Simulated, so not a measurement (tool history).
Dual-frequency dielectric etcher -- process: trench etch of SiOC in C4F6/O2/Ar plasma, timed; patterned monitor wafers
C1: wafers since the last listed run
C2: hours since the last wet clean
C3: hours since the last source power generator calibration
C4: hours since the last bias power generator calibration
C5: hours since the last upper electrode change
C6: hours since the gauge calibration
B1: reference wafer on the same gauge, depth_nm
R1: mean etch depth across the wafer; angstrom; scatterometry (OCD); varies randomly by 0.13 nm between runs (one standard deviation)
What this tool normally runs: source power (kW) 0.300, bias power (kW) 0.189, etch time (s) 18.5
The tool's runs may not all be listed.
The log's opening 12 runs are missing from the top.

Run 13, hour 807.1: usual settings but source power (kW) 0.330; C1 1000; C2 53.0; C3 4036.6; C4 1489.1; C5 246.9; C6 154.0; B1 29.20. Result: R1 360.0 angstrom.
At hour 821.4: source power generator calibrated.
Run 14, hour 865.2: usual settings but source power (kW) 0.330; C1 1031; C2 111.1; C3 43.8; C4 1547.2; C5 305.0; C6 212.1; B1 29.19. Result: R1 359.3 angstrom.
Run 15, hour 957.9: usual settings but source power (kW) 0.350, bias power (kW) 0.162, etch time (s) 16.0; C1 1766; C2 203.8; C3 136.5; C4 1639.9; C5 397.7; C6 304.8; B1 29.17. Result: R1 300.9 angstrom.
Run 16, hour 1021.8: usual settings but source power (kW) 0.360; C1 1217; C2 267.7; C3 200.4; C4 1703.8; C5 461.6; C6 368.7; B1 29.21. Result: R1 367.7 angstrom.
At hour 1116.0: bias power generator calibrated.
Run 17, hour 1118.2: usual settings but source power (kW) 0.370, bias power (kW) 0.144, etch time (s) 14.0; C1 1760; C2 364.1; C3 296.8; C4 2.2; C5 558.0; C6 465.1; B1 29.19. Result: R1 248.7 angstrom.
Run 18, hour 1212.9: usual settings but source power (kW) 0.260, bias power (kW) 0.228, etch time (s) 13.5; C1 1804; C2 458.8; C3 391.5; C4 96.9; C5 652.7; C6 559.8; B1 29.19. Result: R1 242.1 angstrom.
Run 19, hour 1269.9: usual settings but bias power (kW) 0.232, etch time (s) 21.5; C1 1086; C2 515.8; C3 448.5; C4 153.9; C5 709.7; C6 616.8; B1 29.21. Result: R1 411.4 angstrom.
Run 20, hour 1318.5: usual settings but source power (kW) 0.280, bias power (kW) 0.207, etch time (s) 17.0; C1 926; C2 564.4; C3 497.1; C4 202.5; C5 758.3; C6 665.4; B1 29.20. Result: R1 302.3 angstrom.
At hour 1390.6: wet clean of the chamber.
Run 21, hour 1391.1: usual settings; C1 926; C2 0.5; C3 569.7; C4 275.1; C5 830.9; C6 738.0; B1 29.20. Result: R1 342.8 angstrom.
Run 22, hour 1422.2: usual settings; C1 592; C2 31.6; C3 600.8; C4 306.2; C5 862.0; C6 769.1; B1 29.21. Result: R1 339.8 angstrom.
Run 23, hour 1529.3: usual settings but source power (kW) 0.270, bias power (kW) 0.226, etch time (s) 22.5; C1 2041; C2 138.7; C3 707.9; C4 413.3; C5 969.1; C6 876.2; B1 29.21. Result: R1 424.8 angstrom.
Run 24, hour 1634.9: usual settings; C1 2012; C2 244.3; C3 813.5; C4 518.9; C5 1074.7; C6 981.8; B1 29.21. Result: R1 338.1 angstrom.
Run 25, hour 1742.8: usual settings but source power (kW) 0.350, bias power (kW) 0.175, etch time (s) 14.5; C1 2056; C2 352.2; C3 921.4; C4 626.8; C5 1182.6; C6 1089.7; B1 29.20. Result: R1 276.8 angstrom.
Run 26, hour 1802.8: usual settings but source power (kW) 0.350, bias power (kW) 0.145, etch time (s) 22.0; C1 1143; C2 412.2; C3 981.4; C4 686.8; C5 1242.6; C6 1149.7; B1 29.19. Result: R1 388.3 angstrom.
At hour 1856.3: gauge calibrated.
Run 27, hour 1893.9: usual settings; C1 1736; C2 503.3; C3 1072.5; C4 777.9; C5 1333.7; C6 37.6; B1 29.18. Result: R1 335.3 angstrom.
At hour 1980.4: wet clean of the chamber.
Run 28, hour 1980.9: usual settings but source power (kW) 0.270, bias power (kW) 0.206, etch time (s) 21.0; C1 1200; C2 0.5; C3 1159.5; C4 864.9; C5 1420.7; C6 124.6; B1 29.18. Result: R1 382.9 angstrom.
Run 29, hour 2012.6: usual settings but source power (kW) 0.340, bias power (kW) 0.174, etch time (s) 13.5; C1 604; C2 32.2; C3 1191.2; C4 896.6; C5 1452.4; C6 156.3; B1 29.22. Result: R1 260.8 angstrom.
Run 30, hour 2052.3: usual settings but bias power (kW) 0.234; C1 756; C2 71.9; C3 1230.9; C4 936.3; C5 1492.1; C6 196.0; B1 29.18. Result: R1 372.3 angstrom.

Branching from run 30: 3 alternative next runs. What would each branch give?
Run A, hour 2052.7: usual settings but bias power (kW) 0.166; C1 7; C2 72.3; C3 1231.3; C4 936.7; C5 1492.5; C6 196.4; B1 ?. Result: R1 ?.
Run B, hour 2052.7: usual settings but source power (kW) 0.340, bias power (kW) 0.219, etch time (s) 23.0; C1 7; C2 72.3; C3 1231.3; C4 936.7; C5 1492.5; C6 196.4; B1 ?. Result: R1 ?.
Run C, hour 2052.7: usual settings but source power (kW) 0.260, bias power (kW) 0.144; C1 7; C2 72.3; C3 1231.3; C4 936.7; C5 1492.5; C6 196.4; B1 ?. Result: R1 ?.

run     B1     R1
  A  29.20  328.6
  B  29.20  484.1
  C  29.20  288.9
With the hidden condition removed and each run's random variation left untouched, the same runs would have given:
run     R1
  A  325.6
  B  479.4
  C  286.4
